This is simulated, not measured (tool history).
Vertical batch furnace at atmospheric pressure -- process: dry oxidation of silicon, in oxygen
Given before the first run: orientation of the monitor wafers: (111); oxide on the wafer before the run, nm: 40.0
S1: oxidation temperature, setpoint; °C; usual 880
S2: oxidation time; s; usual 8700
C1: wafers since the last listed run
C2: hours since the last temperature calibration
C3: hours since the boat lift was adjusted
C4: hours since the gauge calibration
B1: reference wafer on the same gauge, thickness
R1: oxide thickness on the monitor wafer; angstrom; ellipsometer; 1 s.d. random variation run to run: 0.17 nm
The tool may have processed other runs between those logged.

| run | hour | S1 | S2 | C1 | C2 | C3 | C4 | B1 | R1 |
|---|---|---|---|---|---|---|---|---|---|
| 1 | 0.0 | 880 | 8700 | 0 | 3084.6 | 4754.9 | 1758.5 | 62.57 | 640.7 |
| 2 | 61.1 | 880 | 8700 | 483 | 3145.7 | 4816.0 | 1819.6 | 62.46 | 638.0 |
| 3 | 157.4 | 880 | 8700 | 761 | 3242.0 | 4912.3 | 1915.9 | 62.45 | 637.4 |
| 4 | 222.5 | 880 | 8700 | 514 | 3307.1 | 4977.4 | 1981.0 | 62.46 | 640.9 |
| 5 | 323.3 | 880 | 8700 | 797 | 3407.9 | 5078.2 | 2081.8 | 62.44 | 637.3 |
| 6 | 407.7 | 880 | 8700 | 667 | 3492.3 | 5162.6 | 2166.2 | 62.48 | 637.9 |
|  | 502.0 | boat lift adjusted |
| 7 | 515.3 | 880 | 8700 | 661 | 3599.9 | 13.3 | 2273.8 | 62.42 | 655.1 |
| 8 | 588.4 | 880 | 10560 | 578 | 3673.0 | 86.4 | 2346.9 | 62.43 | 703.6 |
| 9 | 633.8 | 880 | 10560 | 359 | 3718.4 | 131.8 | 2392.3 | 62.51 | 700.8 |
|  | 639.9 | gauge calibrated |
| 10 | 725.5 | 880 | 10560 | 725 | 3810.1 | 223.5 | 85.6 | 62.53 | 700.5 |
| 11 | 821.0 | 880 | 9780 | 755 | 3905.6 | 319.0 | 181.1 | 62.53 | 680.0 |
| 12 | 890.7 | 880 | 9780 | 551 | 3975.3 | 388.7 | 250.8 | 62.48 | 678.7 |
| 13 | 928.7 | 880 | 9780 | 300 | 4013.3 | 426.7 | 288.8 | 62.58 | 679.3 |
| 14 | 1008.0 | 880 | 8700 | 627 | 4092.6 | 506.0 | 368.1 | 62.43 | 652.6 |
| 15 | 1101.9 | 873 | 12660 | 742 | 4186.5 | 599.9 | 462.0 | 62.50 | 718.3 |
| 16 | 1178.9 | 873 | 12840 | 608 | 4263.5 | 676.9 | 539.0 | 62.47 | 722.7 |
| 17 | 1232.4 | 880 | 8700 | 423 | 4317.0 | 730.4 | 592.5 | 62.49 | 648.2 |
| 18 | 1299.8 | 856 | 7530 | 532 | 4384.4 | 797.8 | 659.9 | 62.42 | 549.5 |
|  | 1384.6 | thermocouples replaced and temperature profile calibrated |
| 19 | 1403.2 | 901 | 11280 | 627 | 18.6 | 901.2 | 763.3 | 62.50 | 815.4 |
| 20 | 1477.1 | 889 | 7140 | 584 | 92.5 | 975.1 | 837.2 | 62.56 | 633.0 |
| 21 | 1582.2 | 880 | 8700 | 831 | 197.6 | 1080.2 | 942.3 | 62.46 | 646.3 |
| 22 | 1642.5 | 880 | 8700 | 476 | 257.9 | 1140.5 | 1002.6 | 62.54 | 645.0 |
| 23 | 1817.4 | 880 | 8700 | 1383 | 432.8 | 1315.4 | 1177.5 | 62.43 | 650.3 |
| 24 | 1868.7 | 860 | 7530 | 405 | 484.1 | 1366.7 | 1228.8 | 62.50 | 559.9 |
| 25 | 1966.8 | 900 | 11940 | 775 | 582.2 | 1464.8 | 1326.9 | 62.47 | 830.0 |
| 26 | 2068.1 | 905 | 7020 | 801 | 683.5 | 1566.1 | 1428.2 | 62.52 | 684.6 |
| 27 | 2164.2 | 880 | 8700 | 759 | 779.6 | 1662.2 | 1524.3 | 62.50 | 643.8 |
| 28 | 2203.5 | 880 | 8700 | 310 | 818.9 | 1701.5 | 1563.6 | 62.53 | 642.6 |
| 29 | 2289.4 | 856 | 12750 | 679 | 904.8 | 1787.4 | 1649.5 | 62.54 | 643.5 |
| 30 | 2332.7 | 880 | 6690 | 342 | 948.1 | 1830.7 | 1692.8 | 62.44 | 589.8 |
| 31 | 2375.8 | 880 | 8700 | 340 | 991.2 | 1873.8 | 1735.9 | 62.47 | 642.2 |
| 32 | 2461.6 | 888 | 10440 | 678 | 1077.0 | 1959.6 | 1821.7 | 62.57 | 722.2 |
| 33 | 2559.9 | 872 | 10350 | 777 | 1175.3 | 2057.9 | 1920.0 | 62.61 | 653.2 |
| 34 | 2628.1 | 896 | 8700 | 539 | 1243.5 | 2126.1 | 1988.2 | 62.49 | 702.9 |
|  | 2696.4 | gauge calibrated |
| 35 | 2719.8 | 865 | 10680 | 725 | 1335.2 | 2217.8 | 23.4 | 62.48 | 636.6 |
| 36 | 2774.0 | 891 | 12030 | 428 | 1389.4 | 2272.0 | 77.6 | 62.58 | 776.2 |
| 37 | 2832.3 | 880 | 10560 | 461 | 1447.7 | 2330.3 | 135.9 | 62.46 | 689.9 |
| 38 | 2909.1 | 880 | 8700 | 607 | 1524.5 | 2407.1 | 212.7 | 62.55 | 644.1 |

5 ways to go on from here, each from the tool as it stands after run 38. What would each give?
| A | 2914.4 | 880 | 6420 | 41 | 1529.8 | 2412.4 | 218.0 | ? | ? |
| B | 2914.4 | 866 | 12480 | 41 | 1529.8 | 2412.4 | 218.0 | ? | ? |
| C | 2914.4 | 866 | 5250 | 41 | 1529.8 | 2412.4 | 218.0 | ? | ? |
| D | 2914.4 | 896 | 12270 | 41 | 1529.8 | 2412.4 | 218.0 | ? | ? |
| E | 2914.4 | 895 | 8700 | 41 | 1529.8 | 2412.4 | 218.0 | ? | ? |

| run | B1 | R1 |
|---|---|---|
| A | 62.57 | 581.4 |
| B | 62.57 | 677.3 |
| C | 62.57 | 520.4 |
| D | 62.57 | 810.4 |
| E | 62.57 | 697.9 |
Had the tool no hidden state, the same runs would have come out as:
| run | R1 |
|---|---|
| A | 590.6 |
| B | 690.9 |
| C | 526.9 |
| D | 828.6 |
| E | 711.6 |
